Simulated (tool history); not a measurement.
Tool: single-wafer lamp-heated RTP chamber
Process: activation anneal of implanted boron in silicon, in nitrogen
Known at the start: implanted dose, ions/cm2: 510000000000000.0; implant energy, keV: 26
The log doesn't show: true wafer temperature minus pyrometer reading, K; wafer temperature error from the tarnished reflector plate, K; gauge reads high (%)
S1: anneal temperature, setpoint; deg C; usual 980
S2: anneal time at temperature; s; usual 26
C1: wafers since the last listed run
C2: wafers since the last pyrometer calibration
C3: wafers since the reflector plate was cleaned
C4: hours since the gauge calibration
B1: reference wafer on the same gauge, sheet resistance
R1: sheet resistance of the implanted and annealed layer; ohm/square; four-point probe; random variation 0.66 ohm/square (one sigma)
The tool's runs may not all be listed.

Run 1, day 0.000: usual settings; C1 0; C2 378; C3 8064; C4 284.6; B1 184.95. Result: R1 185.65 ohm/square.
Run 2, day 2.450: usual settings but S1 957 deg C; C1 729; C2 1107; C3 8794; C4 343.4; B1 185.05. Result: R1 206.92 ohm/square.
At day 4.054: reflector plate cleaned.
Run 3, day 4.075: usual settings but S1 957 deg C; C1 384; C2 1492; C3 6; C4 382.4; B1 184.97. Result: R1 216.65 ohm/square.
At day 9.421: pyrometer window cleaned and pyrometer calibrated.
Run 4, day 16.975: usual settings but S1 970 deg C; C1 3742; C2 2249; C3 3748; C4 692.0; B1 184.86. Result: R1 195.68 ohm/square.
Run 5, day 19.275: usual settings but S1 970 deg C; C1 684; C2 2934; C3 4433; C4 747.2; B1 185.03. Result: R1 196.17 ohm/square.
At day 21.150: pyrometer window cleaned and pyrometer calibrated.
Run 6, day 22.054: usual settings but S1 970 deg C; C1 728; C2 268; C3 5162; C4 813.9; B1 185.10. Result: R1 195.73 ohm/square.
Run 7, day 24.588: usual settings; C1 754; C2 1023; C3 5916; C4 874.7; B1 185.15. Result: R1 187.88 ohm/square.
Run 8, day 28.117: usual settings but S1 988 deg C, S2 34 s; C1 1051; C2 2074; C3 6967; C4 959.4; B1 184.95. Result: R1 183.06 ohm/square.
At day 29.721: gauge calibrated.
At day 32.446: pyrometer window cleaned and pyrometer calibrated.
At day 35.146: reflector plate cleaned.
Run 9, day 35.308: usual settings but S1 996 deg C, S2 21 s; C1 1943; C2 753; C3 48; C4 134.1; B1 184.96. Result: R1 179.86 ohm/square.
Run 10, day 37.846: usual settings; C1 755; C2 1508; C3 804; C4 195.0; B1 185.00. Result: R1 185.57 ohm/square.
Run 11, day 39.954: usual settings; C1 627; C2 2136; C3 1432; C4 245.6; B1 185.09. Result: R1 184.86 ohm/square.
At day 43.042: pyrometer window cleaned and pyrometer calibrated.
At day 44.271: reflector plate cleaned, repeated, since the last time left the tool worse.
Run 12, day 44.292: usual settings but S1 996 deg C, S2 18 s; C1 1093; C2 273; C3 5; C4 349.7; B1 185.01. Result: R1 182.86 ohm/square.
Run 13, day 47.850: usual settings but S1 996 deg C, S2 21 s; C1 1059; C2 1333; C3 1065; C4 435.1; B1 184.92. Result: R1 182.58 ohm/square.
Run 14, day 50.458: usual settings but S1 992 deg C; C1 776; C2 2109; C3 1842; C4 497.7; B1 184.95. Result: R1 182.06 ohm/square.
At day 54.458: pyrometer window cleaned and pyrometer calibrated.
Run 15, day 54.808: usual settings but S2 17 s; C1 1196; C2 104; C3 3038; C4 602.1; B1 184.80. Result: R1 191.94 ohm/square.

3 ways to go on from here, each from the tool as it stands after run 15. What would each give?
Run A, day 54.825: usual settings; C1 4; C2 109; C3 3043; C4 602.5; B1 ?. Result: R1 ?.
Run B, day 54.825: usual settings but S2 33 s; C1 4; C2 109; C3 3043; C4 602.5; B1 ?. Result: R1 ?.
Run C, day 54.825: usual settings but S1 961 deg C; C1 4; C2 109; C3 3043; C4 602.5; B1 ?. Result: R1 ?.

run      B1      R1
  A  184.95  188.61
  B  184.95  187.12
  C  184.95  206.89
Without the tool's hidden state the same runs would have given:
run      R1
  A  189.94
  B  188.31
  C  209.67
